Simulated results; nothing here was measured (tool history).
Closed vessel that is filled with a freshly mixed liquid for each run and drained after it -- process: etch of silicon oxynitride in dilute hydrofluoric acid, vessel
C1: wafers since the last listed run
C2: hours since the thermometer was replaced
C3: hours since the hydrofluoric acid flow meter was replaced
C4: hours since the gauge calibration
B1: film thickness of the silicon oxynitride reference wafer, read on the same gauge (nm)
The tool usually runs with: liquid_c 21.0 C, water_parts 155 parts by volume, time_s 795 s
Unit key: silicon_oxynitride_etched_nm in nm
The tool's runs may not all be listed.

run 1 hour=0.0 | liquid_c=21.0 water_parts=155 time_s=955 | C1=0 C2=730.9 C3=795.2 C4=725.0 | B1=89.96 | silicon_oxynitride_etched_nm=14.91
run 2 hour=53.4 | liquid_c=21.0 water_parts=155 time_s=955 | C1=2140 C2=784.3 C3=848.6 C4=778.4 | B1=89.97 | silicon_oxynitride_etched_nm=14.67
-- hour=79.0 thermometer replaced
run 3 hour=120.3 | liquid_c=19.5 water_parts=180 time_s=795 | C1=2641 C2=41.3 C3=915.5 C4=845.3 | B1=89.96 | silicon_oxynitride_etched_nm=10.38
run 4 hour=190.9 | liquid_c=21.0 water_parts=155 time_s=795 | C1=2829 C2=111.9 C3=986.1 C4=915.9 | B1=90.05 | silicon_oxynitride_etched_nm=13.40
run 5 hour=258.0 | liquid_c=21.0 water_parts=155 time_s=795 | C1=2689 C2=179.0 C3=1053.2 C4=983.0 | B1=90.00 | silicon_oxynitride_etched_nm=13.41
run 6 hour=355.2 | liquid_c=21.0 water_parts=155 time_s=795 | C1=3895 C2=276.2 C3=1150.4 C4=1080.2 | B1=89.99 | silicon_oxynitride_etched_nm=13.39
run 7 hour=458.4 | liquid_c=21.0 water_parts=155 time_s=1015 | C1=4136 C2=379.4 C3=1253.6 C4=1183.4 | B1=90.02 | silicon_oxynitride_etched_nm=16.98
run 8 hour=515.8 | liquid_c=22.5 water_parts=155 time_s=795 | C1=2300 C2=436.8 C3=1311.0 C4=1240.8 | B1=89.95 | silicon_oxynitride_etched_nm=14.33
-- hour=519.5 gauge calibrated
-- hour=550.2 hydrofluoric acid flow meter replaced
run 9 hour=585.2 | liquid_c=21.0 water_parts=215 time_s=795 | C1=2741 C2=506.2 C3=35.0 C4=65.7 | B1=89.99 | silicon_oxynitride_etched_nm=8.05
run 10 hour=659.8 | liquid_c=21.0 water_parts=105 time_s=980 | C1=2989 C2=580.8 C3=109.6 C4=140.3 | B1=90.00 | silicon_oxynitride_etched_nm=22.10
run 11 hour=756.8 | liquid_c=21.0 water_parts=105 time_s=795 | C1=3887 C2=677.8 C3=206.6 C4=237.3 | B1=89.98 | silicon_oxynitride_etched_nm=18.01
-- hour=804.1 thermometer replaced
run 12 hour=808.3 | liquid_c=21.0 water_parts=155 time_s=795 | C1=2023 C2=4.2 C3=258.1 C4=288.8 | B1=89.99 | silicon_oxynitride_etched_nm=12.44
run 13 hour=866.5 | liquid_c=23.5 water_parts=130 time_s=1255 | C1=2332 C2=62.4 C3=316.3 C4=347.0 | B1=90.03 | silicon_oxynitride_etched_nm=26.11
run 14 hour=966.1 | liquid_c=17.0 water_parts=100 time_s=555 | C1=3991 C2=162.0 C3=415.9 C4=446.6 | B1=89.99 | silicon_oxynitride_etched_nm=11.37
run 15 hour=1039.6 | liquid_c=21.0 water_parts=155 time_s=795 | C1=2945 C2=235.5 C3=489.4 C4=520.1 | B1=90.00 | silicon_oxynitride_etched_nm=12.32

Below, each run's measurement less what the same run would have read without the hidden state. Both values contain the same run-to-run variation, but the gauge's scatter may not be the same in both:
Hidden conditions of the tool in this case: liquid colder than its thermometer reads (K); hydrofluoric acid flow above the setpoint (%); gauge reads high (%).
run=1 silicon_oxynitride_etched_nm=+0.62
run=2 silicon_oxynitride_etched_nm=+0.63
run=3 silicon_oxynitride_etched_nm=+1.11
run=4 silicon_oxynitride_etched_nm=+1.44
run=5 silicon_oxynitride_etched_nm=+1.45
run=6 silicon_oxynitride_etched_nm=+1.46
run=7 silicon_oxynitride_etched_nm=+1.89
run=8 silicon_oxynitride_etched_nm=+1.61
run=9 silicon_oxynitride_etched_nm=-0.09
run=10 silicon_oxynitride_etched_nm=-0.28
run=11 silicon_oxynitride_etched_nm=-0.20
run=12 silicon_oxynitride_etched_nm=+0.48
run=13 silicon_oxynitride_etched_nm=+1.03
run=14 silicon_oxynitride_etched_nm=+0.44
run=15 silicon_oxynitride_etched_nm=+0.54
